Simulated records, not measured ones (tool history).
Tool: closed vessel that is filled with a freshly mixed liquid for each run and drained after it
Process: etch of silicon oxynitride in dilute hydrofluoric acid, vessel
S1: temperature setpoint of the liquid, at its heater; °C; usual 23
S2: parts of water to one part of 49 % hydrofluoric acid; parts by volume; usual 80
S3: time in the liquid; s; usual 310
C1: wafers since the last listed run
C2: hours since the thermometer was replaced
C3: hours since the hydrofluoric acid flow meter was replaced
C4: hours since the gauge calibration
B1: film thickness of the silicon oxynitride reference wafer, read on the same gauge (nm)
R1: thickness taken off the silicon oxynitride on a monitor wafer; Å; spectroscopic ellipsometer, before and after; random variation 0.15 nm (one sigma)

Run 1, hour 0: usual settings; C1 0; C2 1215.7; C3 526.6; C4 1454.2; B1 59.98. Result: R1 158.6 Å.
Run 2, hour 63.1: usual settings; C1 5153; C2 1278.8; C3 589.7; C4 1517.3; B1 59.98. Result: R1 154.4 Å.
Run 3, hour 157.8: usual settings but S3 270 s; C1 7733; C2 1373.5; C3 684.4; C4 1612; B1 59.99. Result: R1 132.6 Å.
At hour 178.7: gauge calibrated.
At hour 181.1: hydrofluoric acid flow meter replaced.
Run 4, hour 222.9: usual settings but S3 270 s; C1 5234; C2 1438.6; C3 41.8; C4 44.2; B1 60.02. Result: R1 148.3 Å.
Run 5, hour 293.7: usual settings but S2 65 parts by volume, S3 180 s; C1 5781; C2 1509.4; C3 112.6; C4 115; B1 59.95. Result: R1 120.8 Å.
Run 6, hour 364.4: usual settings; C1 5773; C2 1580.1; C3 183.3; C4 185.7; B1 59.96. Result: R1 165 Å.
Run 7, hour 413.8: usual settings; C1 4034; C2 1629.5; C3 232.7; C4 235.1; B1 60.05. Result: R1 165.7 Å.
Run 8, hour 441.3: usual settings but S2 65 parts by volume; C1 2245; C2 1657; C3 260.2; C4 262.6; B1 59.93. Result: R1 205.4 Å.
Run 9, hour 497.2: usual settings; C1 4565; C2 1712.9; C3 316.1; C4 318.5; B1 59.98. Result: R1 163 Å.
Run 10, hour 523.8: usual settings; C1 2172; C2 1739.5; C3 342.7; C4 345.1; B1 60. Result: R1 162.4 Å.
Run 11, hour 553.4: usual settings; C1 2417; C2 1769.1; C3 372.3; C4 374.7; B1 60.02. Result: R1 161.1 Å.
Run 12, hour 585.4: usual settings but S3 145 s; C1 2613; C2 1801.1; C3 404.3; C4 406.7; B1 60. Result: R1 76 Å.
Run 13, hour 624.1: usual settings; C1 3160; C2 1839.8; C3 443; C4 445.4; B1 60. Result: R1 159.3 Å.
At hour 655.5: thermometer replaced.
Run 14, hour 695.6: usual settings but S2 120 parts by volume, S3 470 s; C1 5757; C2 40.1; C3 514.5; C4 516.9; B1 59.97. Result: R1 148.7 Å.
Run 15, hour 741.1: usual settings; C1 3715; C2 85.6; C3 560; C4 562.4; B1 60. Result: R1 150 Å.
At hour 789.6: hydrofluoric acid flow meter replaced.
Run 16, hour 796: usual settings but S2 105 parts by volume; C1 4401; C2 140.5; C3 6.4; C4 617.3; B1 60.03. Result: R1 123.1 Å.

What does the tool deliver on the next run?
Run 17, hour 852.8: usual settings but S1 19 °C; C1 4638; C2 197.3; C3 63.2; C4 674.1; B1 ?. Result: R1 ?.

{"run 17": {"B1": 59.98, "R1": 138.1}}
Had the tool carried no hidden state, the very same run would have given R1 138.5 Å.
